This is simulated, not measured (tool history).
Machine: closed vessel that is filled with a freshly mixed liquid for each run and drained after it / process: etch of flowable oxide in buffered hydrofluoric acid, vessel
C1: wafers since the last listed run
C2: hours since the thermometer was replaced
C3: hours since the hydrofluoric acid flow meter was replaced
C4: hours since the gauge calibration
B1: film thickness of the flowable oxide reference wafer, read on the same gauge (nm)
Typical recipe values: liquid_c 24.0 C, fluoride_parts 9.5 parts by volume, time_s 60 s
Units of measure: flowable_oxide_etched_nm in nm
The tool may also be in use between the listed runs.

{"run": 1, "hour": 0.0, "liquid_c": 24.0, "fluoride_parts": 12.5, "time_s": 60, "C1": 0, "C2": 1093.0, "C3": 440.7, "C4": 660.8, "B1": 140.0, "flowable_oxide_etched_nm": 120.87}
{"run": 2, "hour": 79.4, "liquid_c": 24.0, "fluoride_parts": 12.5, "time_s": 60, "C1": 6420, "C2": 1172.4, "C3": 520.1, "C4": 740.2, "B1": 140.0, "flowable_oxide_etched_nm": 120.97}
{"run": 3, "hour": 186.3, "liquid_c": 24.0, "fluoride_parts": 12.5, "time_s": 60, "C1": 8643, "C2": 1279.3, "C3": 627.0, "C4": 847.1, "B1": 140.0, "flowable_oxide_etched_nm": 121.94}
{"run": 4, "hour": 269.5, "liquid_c": 24.0, "fluoride_parts": 9.5, "time_s": 60, "C1": 6727, "C2": 1362.5, "C3": 710.2, "C4": 930.3, "B1": 139.99, "flowable_oxide_etched_nm": 154.41}
{"run": 5, "hour": 374.4, "liquid_c": 24.0, "fluoride_parts": 7.0, "time_s": 60, "C1": 8481, "C2": 1467.4, "C3": 815.1, "C4": 1035.2, "B1": 140.0, "flowable_oxide_etched_nm": 211.9}
{"run": 6, "hour": 465.9, "liquid_c": 24.0, "fluoride_parts": 7.0, "time_s": 60, "C1": 7398, "C2": 1558.9, "C3": 906.6, "C4": 1126.7, "B1": 140.0, "flowable_oxide_etched_nm": 210.55}
{"run": 7, "hour": 573.8, "liquid_c": 24.0, "fluoride_parts": 7.0, "time_s": 60, "C1": 8724, "C2": 1666.8, "C3": 1014.5, "C4": 1234.6, "B1": 140.0, "flowable_oxide_etched_nm": 212.81}
{"run": 8, "hour": 648.9, "liquid_c": 25.5, "fluoride_parts": 9.5, "time_s": 60, "C1": 6072, "C2": 1741.9, "C3": 1089.6, "C4": 1309.7, "B1": 140.0, "flowable_oxide_etched_nm": 168.13}
{"run": 9, "hour": 694.8, "liquid_c": 25.5, "fluoride_parts": 9.5, "time_s": 60, "C1": 3711, "C2": 1787.8, "C3": 1135.5, "C4": 1355.6, "B1": 139.99, "flowable_oxide_etched_nm": 167.12}
{"run": 10, "hour": 751.9, "liquid_c": 25.5, "fluoride_parts": 9.5, "time_s": 60, "C1": 4616, "C2": 1844.9, "C3": 1192.6, "C4": 1412.7, "B1": 140.02, "flowable_oxide_etched_nm": 167.76}
{"run": 11, "hour": 839.9, "liquid_c": 24.0, "fluoride_parts": 9.5, "time_s": 60, "C1": 7115, "C2": 1932.9, "C3": 1280.6, "C4": 1500.7, "B1": 140.01, "flowable_oxide_etched_nm": 154.8}
{"hour": 898.4, "done": "gauge calibrated"}
{"run": 12, "hour": 916.0, "liquid_c": 24.0, "fluoride_parts": 9.5, "time_s": 60, "C1": 6153, "C2": 2009.0, "C3": 1356.7, "C4": 17.6, "B1": 139.99, "flowable_oxide_etched_nm": 153.89}
{"run": 13, "hour": 1005.1, "liquid_c": 26.0, "fluoride_parts": 9.5, "time_s": 60, "C1": 7204, "C2": 2098.1, "C3": 1445.8, "C4": 106.7, "B1": 140.0, "flowable_oxide_etched_nm": 172.96}
{"run": 14, "hour": 1064.6, "liquid_c": 26.0, "fluoride_parts": 9.5, "time_s": 60, "C1": 4810, "C2": 2157.6, "C3": 1505.3, "C4": 166.2, "B1": 140.02, "flowable_oxide_etched_nm": 171.3}
{"run": 15, "hour": 1162.6, "liquid_c": 22.0, "fluoride_parts": 7.0, "time_s": 90, "C1": 7923, "C2": 2255.6, "C3": 1603.3, "C4": 264.2, "B1": 139.99, "flowable_oxide_etched_nm": 284.14}
{"run": 16, "hour": 1228.2, "liquid_c": 24.0, "fluoride_parts": 9.5, "time_s": 60, "C1": 5304, "C2": 2321.2, "C3": 1668.9, "C4": 329.8, "B1": 139.99, "flowable_oxide_etched_nm": 154.62}
{"run": 17, "hour": 1308.1, "liquid_c": 20.5, "fluoride_parts": 8.0, "time_s": 40, "C1": 6460, "C2": 2401.1, "C3": 1748.8, "C4": 409.7, "B1": 139.98, "flowable_oxide_etched_nm": 102.5}
{"run": 18, "hour": 1418.1, "liquid_c": 24.0, "fluoride_parts": 9.5, "time_s": 60, "C1": 8894, "C2": 2511.1, "C3": 1858.8, "C4": 519.7, "B1": 140.0, "flowable_oxide_etched_nm": 155.0}
{"run": 19, "hour": 1458.7, "liquid_c": 20.5, "fluoride_parts": 9.5, "time_s": 70, "C1": 3282, "C2": 2551.7, "C3": 1899.4, "C4": 560.3, "B1": 140.0, "flowable_oxide_etched_nm": 149.39}
{"run": 20, "hour": 1528.1, "liquid_c": 24.0, "fluoride_parts": 9.5, "time_s": 50, "C1": 5611, "C2": 2621.1, "C3": 1968.8, "C4": 629.7, "B1": 140.0, "flowable_oxide_etched_nm": 129.81}
{"run": 21, "hour": 1625.8, "liquid_c": 19.5, "fluoride_parts": 13.0, "time_s": 30, "C1": 7899, "C2": 2718.8, "C3": 2066.5, "C4": 727.4, "B1": 140.02, "flowable_oxide_etched_nm": 46.34}

Predict the results of run 22:
{"hour": 1628.6, "done": "hydrofluoric acid flow meter replaced"}
{"hour": 1645.0, "done": "thermometer replaced"}
{"run": 22, "hour": 1693.6, "liquid_c": 24.0, "fluoride_parts": 11.0, "time_s": 60, "C1": 5320, "C2": 48.6, "C3": 65.0, "C4": 795.2, "B1": "?", "flowable_oxide_etched_nm": "?"}

B1: 140.00
flowable_oxide_etched_nm: 139.14 nm
Take away the tool's hidden state, keep the run-to-run variation as it was, and the same run would have given flowable_oxide_etched_nm 140.46 nm.
